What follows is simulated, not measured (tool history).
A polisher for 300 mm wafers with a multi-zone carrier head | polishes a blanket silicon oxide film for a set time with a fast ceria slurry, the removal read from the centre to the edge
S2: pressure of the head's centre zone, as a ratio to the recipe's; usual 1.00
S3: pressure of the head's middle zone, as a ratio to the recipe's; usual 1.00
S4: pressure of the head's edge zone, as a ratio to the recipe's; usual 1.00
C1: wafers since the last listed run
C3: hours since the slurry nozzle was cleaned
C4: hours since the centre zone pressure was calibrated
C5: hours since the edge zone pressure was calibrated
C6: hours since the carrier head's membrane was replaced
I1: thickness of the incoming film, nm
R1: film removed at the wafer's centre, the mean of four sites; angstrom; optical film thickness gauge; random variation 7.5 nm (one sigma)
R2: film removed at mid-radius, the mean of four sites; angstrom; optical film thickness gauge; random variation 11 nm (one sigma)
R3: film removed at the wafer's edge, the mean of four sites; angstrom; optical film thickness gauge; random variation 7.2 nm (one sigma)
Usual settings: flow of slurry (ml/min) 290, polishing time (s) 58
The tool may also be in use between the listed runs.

{"run": 1, "hour": 0.0, "flow of slurry (ml/min)": 290, "S2": 1.0, "S3": 1.0, "S4": 1.0, "polishing time (s)": 58, "C1": 0, "wafers polished on this pad": 1440, "C3": 0.8, "C4": 700.0, "C5": 106.5, "C6": 125.9, "I1": 3737.1, "R1": 9402, "R2": 8419, "R3": 8071}
{"hour": 13.2, "done": "worn pad replaced by a new one"}
{"run": 2, "hour": 26.1, "flow of slurry (ml/min)": 290, "S2": 1.0, "S3": 1.0, "S4": 1.0, "polishing time (s)": 58, "C1": 275, "wafers polished on this pad": 161, "C3": 26.9, "C4": 726.1, "C5": 132.6, "C6": 152.0, "I1": 3721.2, "R1": 9400, "R2": 8341, "R3": 8339}
{"run": 3, "hour": 34.6, "flow of slurry (ml/min)": 290, "S2": 1.0, "S3": 1.0, "S4": 1.0, "polishing time (s)": 64, "C1": 105, "wafers polished on this pad": 266, "C3": 35.4, "C4": 734.6, "C5": 141.1, "C6": 160.5, "I1": 3749.0, "R1": 10493, "R2": 9174, "R3": 9100}
{"run": 4, "hour": 52.6, "flow of slurry (ml/min)": 290, "S2": 1.0, "S3": 1.0, "S4": 1.0, "polishing time (s)": 58, "C1": 224, "wafers polished on this pad": 491, "C3": 53.4, "C4": 752.6, "C5": 159.1, "C6": 178.5, "I1": 3733.0, "R1": 9699, "R2": 8297, "R3": 8124}
{"run": 5, "hour": 64.7, "flow of slurry (ml/min)": 255, "S2": 1.0, "S3": 1.0, "S4": 1.08, "polishing time (s)": 49, "C1": 150, "wafers polished on this pad": 642, "C3": 65.5, "C4": 764.7, "C5": 171.2, "C6": 190.6, "I1": 3740.1, "R1": 7811, "R2": 7004, "R3": 7246}
{"run": 6, "hour": 71.9, "flow of slurry (ml/min)": 290, "S2": 1.0, "S3": 1.0, "S4": 1.0, "polishing time (s)": 58, "C1": 89, "wafers polished on this pad": 731, "C3": 72.7, "C4": 771.9, "C5": 178.4, "C6": 197.8, "I1": 3752.9, "R1": 9466, "R2": 8562, "R3": 8156}
{"run": 7, "hour": 80.3, "flow of slurry (ml/min)": 380, "S2": 1.1, "S3": 1.11, "S4": 1.08, "polishing time (s)": 58, "C1": 104, "wafers polished on this pad": 836, "C3": 81.1, "C4": 780.3, "C5": 186.8, "C6": 206.2, "I1": 3701.2, "R1": 10644, "R2": 9209, "R3": 8711}
{"run": 8, "hour": 90.9, "flow of slurry (ml/min)": 290, "S2": 1.0, "S3": 1.0, "S4": 1.0, "polishing time (s)": 67, "C1": 132, "wafers polished on this pad": 968, "C3": 91.7, "C4": 790.9, "C5": 197.4, "C6": 216.8, "I1": 3818.3, "R1": 11138, "R2": 9405, "R3": 9533}
{"hour": 134.2, "done": "centre zone pressure recalibrated"}
{"hour": 141.1, "done": "worn pad replaced by a new one"}
{"run": 9, "hour": 141.6, "flow of slurry (ml/min)": 290, "S2": 1.0, "S3": 1.05, "S4": 1.09, "polishing time (s)": 58, "C1": 557, "wafers polished on this pad": 5, "C3": 142.4, "C4": 7.4, "C5": 248.1, "C6": 267.5, "I1": 3790.7, "R1": 8384, "R2": 8726, "R3": 8639}
{"run": 10, "hour": 156.6, "flow of slurry (ml/min)": 200, "S2": 1.0, "S3": 1.0, "S4": 1.0, "polishing time (s)": 58, "C1": 186, "wafers polished on this pad": 192, "C3": 157.4, "C4": 22.4, "C5": 263.1, "C6": 282.5, "I1": 3761.9, "R1": 7768, "R2": 7877, "R3": 7928}
{"run": 11, "hour": 173.6, "flow of slurry (ml/min)": 220, "S2": 1.0, "S3": 1.0, "S4": 1.0, "polishing time (s)": 58, "C1": 211, "wafers polished on this pad": 404, "C3": 174.4, "C4": 39.4, "C5": 280.1, "C6": 299.5, "I1": 3777.0, "R1": 7893, "R2": 8155, "R3": 8067}
{"run": 12, "hour": 187.6, "flow of slurry (ml/min)": 290, "S2": 1.0, "S3": 1.0, "S4": 1.0, "polishing time (s)": 58, "C1": 174, "wafers polished on this pad": 579, "C3": 188.4, "C4": 53.4, "C5": 294.1, "C6": 313.5, "I1": 3763.2, "R1": 8201, "R2": 8393, "R3": 8287}
{"run": 13, "hour": 201.6, "flow of slurry (ml/min)": 290, "S2": 1.0, "S3": 1.0, "S4": 1.05, "polishing time (s)": 58, "C1": 174, "wafers polished on this pad": 753, "C3": 202.4, "C4": 67.4, "C5": 308.1, "C6": 327.5, "I1": 3759.9, "R1": 8372, "R2": 8135, "R3": 8473}
{"run": 14, "hour": 218.1, "flow of slurry (ml/min)": 290, "S2": 1.0, "S3": 1.0, "S4": 1.06, "polishing time (s)": 40, "C1": 205, "wafers polished on this pad": 959, "C3": 218.9, "C4": 83.9, "C5": 324.6, "C6": 344.0, "I1": 3722.9, "R1": 5807, "R2": 5684, "R3": 5792}
{"run": 15, "hour": 226.1, "flow of slurry (ml/min)": 290, "S2": 1.0, "S3": 1.0, "S4": 0.89, "polishing time (s)": 58, "C1": 99, "wafers polished on this pad": 1059, "C3": 226.9, "C4": 91.9, "C5": 332.6, "C6": 352.0, "I1": 3762.0, "R1": 8434, "R2": 8126, "R3": 7874}
{"run": 16, "hour": 236.4, "flow of slurry (ml/min)": 245, "S2": 0.9, "S3": 1.0, "S4": 1.11, "polishing time (s)": 58, "C1": 128, "wafers polished on this pad": 1187, "C3": 237.2, "C4": 102.2, "C5": 342.9, "C6": 362.3, "I1": 3732.2, "R1": 7356, "R2": 8156, "R3": 8586}
{"run": 17, "hour": 252.6, "flow of slurry (ml/min)": 290, "S2": 1.04, "S3": 1.0, "S4": 0.96, "polishing time (s)": 58, "C1": 201, "wafers polished on this pad": 1389, "C3": 253.4, "C4": 118.4, "C5": 359.1, "C6": 378.5, "I1": 3825.4, "R1": 8878, "R2": 8521, "R3": 8144}
{"run": 18, "hour": 266.9, "flow of slurry (ml/min)": 290, "S2": 1.0, "S3": 1.0, "S4": 1.0, "polishing time (s)": 58, "C1": 178, "wafers polished on this pad": 1567, "C3": 267.7, "C4": 132.7, "C5": 373.4, "C6": 392.8, "I1": 3752.3, "R1": 8429, "R2": 8316, "R3": 8220}
{"hour": 273.2, "done": "worn pad replaced by a new one"}
{"run": 19, "hour": 281.4, "flow of slurry (ml/min)": 290, "S2": 1.04, "S3": 1.0, "S4": 1.0, "polishing time (s)": 58, "C1": 130, "wafers polished on this pad": 102, "C3": 282.2, "C4": 147.2, "C5": 387.9, "C6": 407.3, "I1": 3720.1, "R1": 8926, "R2": 8418, "R3": 8329}
{"run": 20, "hour": 296.8, "flow of slurry (ml/min)": 290, "S2": 0.95, "S3": 1.0, "S4": 1.12, "polishing time (s)": 50, "C1": 191, "wafers polished on this pad": 294, "C3": 297.6, "C4": 162.6, "C5": 403.3, "C6": 422.7, "I1": 3817.0, "R1": 7000, "R2": 7200, "R3": 7498}
{"run": 21, "hour": 311.8, "flow of slurry (ml/min)": 290, "S2": 0.92, "S3": 1.0, "S4": 1.0, "polishing time (s)": 58, "C1": 186, "wafers polished on this pad": 481, "C3": 312.6, "C4": 177.6, "C5": 418.3, "C6": 437.7, "I1": 3760.1, "R1": 7819, "R2": 8311, "R3": 8164}

Forecast each of these 5 alternatives for the next run:
{"run": "A", "hour": 312.2, "flow of slurry (ml/min)": 290, "S2": 1.0, "S3": 1.0, "S4": 1.0, "polishing time (s)": 58, "C1": 4, "wafers polished on this pad": 486, "C3": 313.0, "C4": 178.0, "C5": 418.7, "C6": 438.1, "I1": 3776.9, "R1": "?", "R2": "?", "R3": "?"}
{"run": "B", "hour": 312.2, "flow of slurry (ml/min)": 290, "S2": 1.0, "S3": 1.03, "S4": 1.08, "polishing time (s)": 58, "C1": 4, "wafers polished on this pad": 486, "C3": 313.0, "C4": 178.0, "C5": 418.7, "C6": 438.1, "I1": 3776.9, "R1": "?", "R2": "?", "R3": "?"}
{"run": "C", "hour": 312.2, "flow of slurry (ml/min)": 225, "S2": 1.09, "S3": 1.0, "S4": 1.0, "polishing time (s)": 58, "C1": 4, "wafers polished on this pad": 486, "C3": 313.0, "C4": 178.0, "C5": 418.7, "C6": 438.1, "I1": 3776.9, "R1": "?", "R2": "?", "R3": "?"}
{"run": "D", "hour": 312.2, "flow of slurry (ml/min)": 210, "S2": 0.94, "S3": 1.0, "S4": 1.03, "polishing time (s)": 45, "C1": 4, "wafers polished on this pad": 486, "C3": 313.0, "C4": 178.0, "C5": 418.7, "C6": 438.1, "I1": 3776.9, "R1": "?", "R2": "?", "R3": "?"}
{"run": "E", "hour": 312.2, "flow of slurry (ml/min)": 290, "S2": 1.08, "S3": 1.0, "S4": 1.0, "polishing time (s)": 58, "C1": 4, "wafers polished on this pad": 486, "C3": 313.0, "C4": 178.0, "C5": 418.7, "C6": 438.1, "I1": 3776.9, "R1": "?", "R2": "?", "R3": "?"}

run=A R1=8522 R2=8086 R3=8323
run=B R1=8523 R2=8244 R3=8641
run=C R1=8961 R2=7821 R3=8118
run=D R1=5917 R2=6007 R3=6338
run=E R1=9209 R2=8083 R3=8323
Without the tool's hidden state the same runs would have given:
run=A R1=8526 R2=8086 R3=8323
run=B R1=8528 R2=8244 R3=8641
run=C R1=8966 R2=7821 R3=8118
run=D R1=5920 R2=6007 R3=6338
run=E R1=9214 R2=8083 R3=8323

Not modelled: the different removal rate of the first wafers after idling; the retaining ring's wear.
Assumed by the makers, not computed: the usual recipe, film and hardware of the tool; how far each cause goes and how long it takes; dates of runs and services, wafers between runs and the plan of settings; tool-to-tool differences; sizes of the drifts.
